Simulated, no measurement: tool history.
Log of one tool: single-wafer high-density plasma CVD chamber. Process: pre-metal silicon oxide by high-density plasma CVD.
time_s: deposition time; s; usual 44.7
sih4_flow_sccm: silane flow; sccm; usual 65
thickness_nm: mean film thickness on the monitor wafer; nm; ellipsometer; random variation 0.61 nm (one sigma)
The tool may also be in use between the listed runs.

run	hour	time_s	sih4_flow_sccm	read-back reference wafer on the same gauge, thickness_nm	thickness_nm
1	0.0	44.7	65	303.096	330.662
2	11.7	44.7	65	302.890	331.370
3	25.5	44.7	65	303.107	332.676
4	43.1	44.7	65	303.126	330.324
5	51.3	49.1	65	302.981	365.873
6	62.7	49.1	65	303.016	366.029
7	75.4	49.1	65	302.902	364.136
8	84.7	44.7	65	303.075	332.151
9	97.5	44.7	65	302.973	332.451
10	114.0	44.7	65	302.964	332.856
11	121.8	44.7	65	302.993	331.708
12	135.6	44.7	65	302.926	332.429
# hour 146.9: gauge calibrated
13	153.4	44.7	65	302.944	332.376
14	159.7	44.7	65	302.885	330.842
15	173.3	44.7	65	302.872	332.348
16	182.7	44.7	65	302.924	332.101
17	198.6	44.7	65	302.695	333.091
18	212.9	44.7	65	302.900	330.776
19	230.8	44.7	65	303.085	331.716
20	241.1	44.7	65	302.869	333.240
21	258.5	37.0	53	302.961	232.136
22	276.3	36.3	61	303.224	255.568
23	288.9	44.7	70	303.127	353.580
24	296.3	47.5	62	303.014	340.494
# hour 310.3: silane flow controller replaced
25	310.8	41.4	71	303.016	311.451
26	320.5	44.7	65	302.971	313.370
27	336.6	50.1	65	302.860	350.923
28	352.6	44.7	65	302.982	313.271
29	364.4	53.6	72	303.167	408.924
30	371.2	51.1	55	303.092	312.977
31	379.9	37.4	75	303.084	295.925
32	391.9	48.2	57	302.922	304.390
33	405.5	50.5	65	302.934	355.618
34	417.9	44.7	65	303.268	314.544
35	432.2	44.7	65	303.007	314.420
36	442.3	44.7	53	303.057	267.626
37	448.5	53.6	72	303.028	410.885
38	460.9	39.5	55	303.080	243.528
39	466.9	38.1	74	302.692	300.110
40	481.9	53.5	58	302.866	345.917
41	489.0	52.7	52	302.848	311.150

4 ways to go on from here, each from the tool as it stands after run 41. What would each give?
A	489.4	39.4	65	?	?
B	489.4	39.9	71	?	?
C	489.4	44.7	55	?	?
D	489.4	48.5	71	?	?

run	read-back reference wafer on the same gauge, thickness_nm	thickness_nm
A	302.844	278.832
B	302.844	303.765
C	302.844	276.393
D	302.844	369.238
Without the tool's hidden state the same runs would have given:
run	thickness_nm
A	278.924
B	303.865
C	276.484
D	369.360

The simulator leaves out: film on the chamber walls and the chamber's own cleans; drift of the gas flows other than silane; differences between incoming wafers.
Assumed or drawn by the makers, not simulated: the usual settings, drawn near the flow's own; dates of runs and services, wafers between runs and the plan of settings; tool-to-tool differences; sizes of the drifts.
